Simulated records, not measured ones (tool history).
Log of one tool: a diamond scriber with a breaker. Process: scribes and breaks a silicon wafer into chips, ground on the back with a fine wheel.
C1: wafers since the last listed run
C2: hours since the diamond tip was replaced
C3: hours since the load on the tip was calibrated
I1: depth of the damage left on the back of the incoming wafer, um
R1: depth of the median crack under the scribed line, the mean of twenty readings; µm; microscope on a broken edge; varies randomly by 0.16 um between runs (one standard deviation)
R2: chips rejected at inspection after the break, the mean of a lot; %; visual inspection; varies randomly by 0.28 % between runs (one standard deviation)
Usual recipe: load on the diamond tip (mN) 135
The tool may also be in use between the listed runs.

{"run": 1, "hour": 0.0, "load on the diamond tip (mN)": 135, "C1": 0, "C2": 648.1, "C3": 142.7, "I1": 2.86, "R1": 9.04, "R2": 7.55}
{"run": 2, "hour": 93.7, "load on the diamond tip (mN)": 135, "C1": 587, "C2": 741.8, "C3": 236.4, "I1": 2.19, "R1": 8.89, "R2": 7.52}
{"run": 3, "hour": 198.4, "load on the diamond tip (mN)": 135, "C1": 655, "C2": 846.5, "C3": 341.1, "I1": 2.23, "R1": 8.59, "R2": 10.53}
{"run": 4, "hour": 245.6, "load on the diamond tip (mN)": 135, "C1": 295, "C2": 893.7, "C3": 388.3, "I1": 2.91, "R1": 8.42, "R2": 17.13}
{"hour": 248.9, "done": "diamond tip replaced by a new one"}
{"run": 5, "hour": 323.8, "load on the diamond tip (mN)": 109, "C1": 477, "C2": 74.9, "C3": 466.5, "I1": 2.51, "R1": 7.74, "R2": 27.43}
{"run": 6, "hour": 553.8, "load on the diamond tip (mN)": 148, "C1": 1440, "C2": 304.9, "C3": 696.5, "I1": 2.31, "R1": 9.8, "R2": 4.88}
{"run": 7, "hour": 617.6, "load on the diamond tip (mN)": 151, "C1": 399, "C2": 368.7, "C3": 760.3, "I1": 2.16, "R1": 9.58, "R2": 4.24}
{"run": 8, "hour": 658.3, "load on the diamond tip (mN)": 151, "C1": 254, "C2": 409.4, "C3": 801.0, "I1": 2.6, "R1": 9.35, "R2": 5.76}
{"hour": 691.9, "done": "load on the tip recalibrated"}
{"run": 9, "hour": 744.9, "load on the diamond tip (mN)": 135, "C1": 530, "C2": 496.0, "C3": 53.0, "I1": 1.83, "R1": 9.64, "R2": 3.72}
{"run": 10, "hour": 821.0, "load on the diamond tip (mN)": 135, "C1": 476, "C2": 572.1, "C3": 129.1, "I1": 2.17, "R1": 9.48, "R2": 4.61}
{"run": 11, "hour": 878.5, "load on the diamond tip (mN)": 135, "C1": 360, "C2": 629.6, "C3": 186.6, "I1": 2.39, "R1": 9.36, "R2": 6.29}
{"run": 12, "hour": 958.4, "load on the diamond tip (mN)": 146, "C1": 500, "C2": 709.5, "C3": 266.5, "I1": 2.57, "R1": 9.63, "R2": 4.79}
{"run": 13, "hour": 1002.2, "load on the diamond tip (mN)": 104, "C1": 274, "C2": 753.3, "C3": 310.3, "I1": 1.61, "R1": 6.66, "R2": 37.98}
{"run": 14, "hour": 1062.0, "load on the diamond tip (mN)": 155, "C1": 374, "C2": 813.1, "C3": 370.1, "I1": 2.49, "R1": 9.92, "R2": 4.49}
{"hour": 1131.4, "done": "diamond tip replaced by a new one"}
{"run": 15, "hour": 1133.2, "load on the diamond tip (mN)": 110, "C1": 433, "C2": 1.8, "C3": 441.3, "I1": 2.94, "R1": 7.74, "R2": 25.63}
{"run": 16, "hour": 1174.4, "load on the diamond tip (mN)": 135, "C1": 258, "C2": 43.0, "C3": 482.5, "I1": 2.59, "R1": 9.6, "R2": 5.77}
{"run": 17, "hour": 1222.3, "load on the diamond tip (mN)": 103, "C1": 300, "C2": 90.9, "C3": 530.4, "I1": 2.06, "R1": 7.15, "R2": 33.83}
{"run": 18, "hour": 1326.5, "load on the diamond tip (mN)": 163, "C1": 652, "C2": 195.1, "C3": 634.6, "I1": 2.28, "R1": 10.99, "R2": 5.44}
{"hour": 1374.5, "done": "load on the tip recalibrated"}
{"run": 19, "hour": 1384.7, "load on the diamond tip (mN)": 146, "C1": 352, "C2": 253.3, "C3": 10.2, "I1": 2.82, "R1": 10.71, "R2": 5.05}
{"run": 20, "hour": 1456.2, "load on the diamond tip (mN)": 98, "C1": 447, "C2": 324.8, "C3": 81.7, "I1": 1.85, "R1": 7.2, "R2": 30.99}

Predict each of these 4 candidate next runs independently; none follows another, all start after run 20:
{"run": "A", "hour": 1456.7, "load on the diamond tip (mN)": 171, "C1": 3, "C2": 325.3, "C3": 82.2, "I1": 2.76, "R1": "?", "R2": "?"}
{"run": "B", "hour": 1456.7, "load on the diamond tip (mN)": 172, "C1": 3, "C2": 325.3, "C3": 82.2, "I1": 2.76, "R1": "?", "R2": "?"}
{"run": "C", "hour": 1456.7, "load on the diamond tip (mN)": 96, "C1": 3, "C2": 325.3, "C3": 82.2, "I1": 2.76, "R1": "?", "R2": "?"}
{"run": "D", "hour": 1456.7, "load on the diamond tip (mN)": 99, "C1": 3, "C2": 325.3, "C3": 82.2, "I1": 2.76, "R1": "?", "R2": "?"}

run=A R1=12.19 R2=14.36
run=B R1=12.25 R2=14.86
run=C R1=6.92 R2=39.29
run=D R1=7.16 R2=34.17
With no hidden state in the tool, these same runs would have given:
run=A R1=12.34 R2=15.56
run=B R1=12.40 R2=16.08
run=C R1=7.00 R2=37.50
run=D R1=7.25 R2=32.42
